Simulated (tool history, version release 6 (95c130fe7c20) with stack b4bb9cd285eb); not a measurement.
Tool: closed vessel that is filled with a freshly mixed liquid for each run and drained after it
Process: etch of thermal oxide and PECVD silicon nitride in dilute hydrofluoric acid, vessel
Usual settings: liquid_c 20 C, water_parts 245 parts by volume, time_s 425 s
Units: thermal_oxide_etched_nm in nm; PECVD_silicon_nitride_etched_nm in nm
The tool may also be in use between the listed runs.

| run | hour | liquid_c | water_parts | time_s | read-back film thickness of the thermal oxide reference wafer, read on the same gauge (nm) | read-back film thickness of the PECVD silicon nitride reference wafer, read on the same gauge (nm) | thermal_oxide_etched_nm | PECVD_silicon_nitride_etched_nm |
|---|---|---|---|---|---|---|---|---|
| 1 | 0 | 20 | 245 | 255 | 109.93 | 130.01 | 3.58 | 5 |
| 2 | 21.9 | 20 | 245 | 255 | 109.98 | 130.01 | 3.57 | 5.02 |
| 3 | 48.1 | 20 | 245 | 255 | 110.02 | 130 | 3.58 | 4.99 |
| 4 | 78 | 20 | 245 | 425 | 110 | 129.99 | 5.99 | 8.38 |
| 5 | 113.9 | 20 | 245 | 425 | 110.01 | 130.01 | 6.02 | 8.37 |
| 6 | 127 | 20 | 245 | 425 | 109.96 | 130 | 6.07 | 8.41 |
| 7 | 158.7 | 20 | 245 | 425 | 110.01 | 129.99 | 6.03 | 8.42 |
| 8 | 176.4 | 20 | 245 | 425 | 109.98 | 130 | 5.99 | 8.41 |
|  | 216.8 | hydrofluoric acid flow meter replaced |
| 9 | 229.9 | 19 | 245 | 425 | 109.97 | 130 | 5.74 | 7.89 |
| 10 | 242.5 | 19 | 245 | 425 | 109.96 | 129.98 | 5.78 | 7.89 |
|  | 255.4 | thermometer replaced |
| 11 | 267.3 | 17 | 330 | 425 | 109.98 | 129.98 | 3.86 | 5.68 |
| 12 | 283 | 20 | 180 | 425 | 110 | 130 | 9.16 | 12.43 |
| 13 | 295.1 | 20 | 245 | 425 | 109.98 | 129.99 | 6.34 | 9.13 |
|  | 302.5 | gauge calibrated |
| 14 | 328.9 | 20 | 245 | 330 | 110 | 130 | 4.93 | 7.12 |
|  | 348.1 | thermometer replaced, repeated, since the last time left the tool worse |
| 15 | 348.6 | 20 | 245 | 425 | 109.99 | 130.01 | 5.7 | 7.55 |
| 16 | 365.9 | 20 | 245 | 425 | 109.93 | 129.99 | 5.62 | 7.58 |
| 17 | 386.7 | 21.5 | 305 | 300 | 110.04 | 129.98 | 3.2 | 4.77 |
| 18 | 399.1 | 24.5 | 195 | 640 | 109.97 | 130.02 | 13.22 | 19.05 |
| 19 | 424.6 | 20 | 245 | 425 | 110.02 | 129.99 | 5.64 | 7.59 |
| 20 | 438.1 | 20 | 310 | 425 | 110.01 | 130 | 4.21 | 6.04 |

Forecast each of these 4 alternatives for the next run:
| A | 438.9 | 20 | 245 | 425 | ? | ? | ? | ? |
| B | 438.9 | 17 | 165 | 655 | ? | ? | ? | ? |
| C | 438.9 | 21.5 | 160 | 225 | ? | ? | ? | ? |
| D | 438.9 | 18 | 245 | 325 | ? | ? | ? | ? |

| run | read-back film thickness of the thermal oxide reference wafer, read on the same gauge (nm) | read-back film thickness of the PECVD silicon nitride reference wafer, read on the same gauge (nm) | thermal_oxide_etched_nm | PECVD_silicon_nitride_etched_nm |
|---|---|---|---|---|
| A | 109.99 | 130.01 | 5.7 | 7.65 |
| B | 109.99 | 130.01 | 12.51 | 14.16 |
| C | 109.99 | 130.01 | 5.33 | 6.77 |
| D | 109.99 | 130.01 | 4.04 | 5.14 |
Without the tool's hidden state the same runs would have given:
| run | thermal_oxide_etched_nm | PECVD_silicon_nitride_etched_nm |
|---|---|---|
| A | 5.64 | 7.53 |
| B | 12.39 | 13.92 |
| C | 5.27 | 6.66 |
| D | 4 | 5.05 |

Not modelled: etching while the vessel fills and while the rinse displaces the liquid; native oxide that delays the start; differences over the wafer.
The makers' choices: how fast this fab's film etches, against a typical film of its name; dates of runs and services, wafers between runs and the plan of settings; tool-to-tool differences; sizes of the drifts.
